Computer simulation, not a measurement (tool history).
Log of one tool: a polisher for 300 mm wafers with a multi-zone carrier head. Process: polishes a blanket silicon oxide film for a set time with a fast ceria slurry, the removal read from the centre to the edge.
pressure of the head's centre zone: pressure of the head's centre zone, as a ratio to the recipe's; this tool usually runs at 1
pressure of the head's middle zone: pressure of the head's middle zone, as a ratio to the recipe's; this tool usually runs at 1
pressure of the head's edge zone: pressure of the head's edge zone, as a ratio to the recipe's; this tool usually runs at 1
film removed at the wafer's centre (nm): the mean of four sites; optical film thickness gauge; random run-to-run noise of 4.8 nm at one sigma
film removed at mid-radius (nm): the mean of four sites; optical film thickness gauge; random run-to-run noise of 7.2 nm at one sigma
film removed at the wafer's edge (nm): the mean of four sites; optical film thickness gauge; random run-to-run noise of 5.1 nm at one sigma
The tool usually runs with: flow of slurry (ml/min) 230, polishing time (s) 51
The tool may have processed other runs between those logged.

run,hour,flow of slurry (ml/min),pressure of the head's centre zone,pressure of the head's middle zone,pressure of the head's edge zone,polishing time (s),"incoming thickness of the incoming film, nm",film removed at the wafer's centre (nm),film removed at mid-radius (nm),film removed at the wafer's edge (nm)
1,0,230,1,1,1,51,4067.4,538.1,528.5,547.7
# hour 8.6: edge zone pressure recalibrated
2,14.9,230,1.02,1,1,51,4077.6,549.5,511.5,540.8
# hour 20.7: worn pad replaced by a new one
3,31,230,1,1,1,51,3981.6,533.4,522.5,533.2
4,39.4,230,1.07,1,1,44,4086.1,500.6,444.5,468
5,53.1,230,1,1,1,51,4029.1,536.6,513.6,544
6,61.9,230,1,1,1,51,4055.4,540.9,509.2,532.9
7,72,230,1,1.07,1,51,4018.6,537.2,542.3,536
8,78.4,255,1.06,1.07,1,51,4032.2,578.8,533.6,540.5
9,87.9,230,1,0.94,0.96,51,3976.2,530.8,480.6,517.1
10,96.2,230,1.07,1.07,1,45,4067.2,509.8,463,475.7
# hour 119.7: slurry nozzle cleaned
# hour 128.8: worn pad replaced by a new one
11,131.5,230,1,1,1,51,4018.3,575.5,537.2,557.3
12,146.8,230,1,1,1.07,45,3992,499.5,463.2,505.4
13,160.3,165,1.09,1,1.12,51,3998.6,606.3,516.8,569.4
14,177.4,230,1,1,1,51,3976.5,571.8,536.1,548.4
15,189.1,230,1,1,1,51,3933,574.6,516.3,548.5
16,206.6,250,1,1,1,51,4007.8,583.5,544.4,558.7
# hour 218.1: worn pad replaced by a new one
17,218.6,230,1,1,1,51,3959.2,585.9,527.4,548.6
18,230,295,1,1,1,61,4018.1,711.1,668.2,663.4
19,238.8,230,1,1,1,42,4005.8,480.3,442.7,446.6
20,254.2,280,1.06,1,1,65,3915.9,801.7,660.6,703.1
21,263.3,230,1,1,1,51,4040.3,586.1,522.3,550.6

Below, some changes in film removed at the wafer's centre (nm) between adjacent runs. For each, the amount present without the hidden state too (settings, incoming material, random variation) and the amount remaining for the hidden state with gauge scatter not shared by both compared results:
The tool's hidden condition here consists of: removal rate lost through wear of the pad, %; slurry flow missing at the pad, %; deviation of the centre zone's pressure from its setpoint, %; deviation of the edge zone's pressure from its setpoint, %.
Run 10 -> 11: pressure of the head's centre zone 1.07 -> 1, pressure of the head's middle zone 1.07 -> 1, polishing time (s) 45 -> 51, slurry nozzle cleaned, worn pad replaced by a new one. film removed at the wafer's centre (nm) +65.7: hidden state +38.7, all else +27.
Run 18 -> 19: flow of slurry (ml/min) 295 -> 230, polishing time (s) 61 -> 42. film removed at the wafer's centre (nm) -230.8: hidden state -15.3, all else -215.5.
Run 19 -> 20: flow of slurry (ml/min) 230 -> 280, pressure of the head's centre zone 1 -> 1.06, polishing time (s) 42 -> 65. film removed at the wafer's centre (nm) +321.4: hidden state +20.7, all else +300.7.
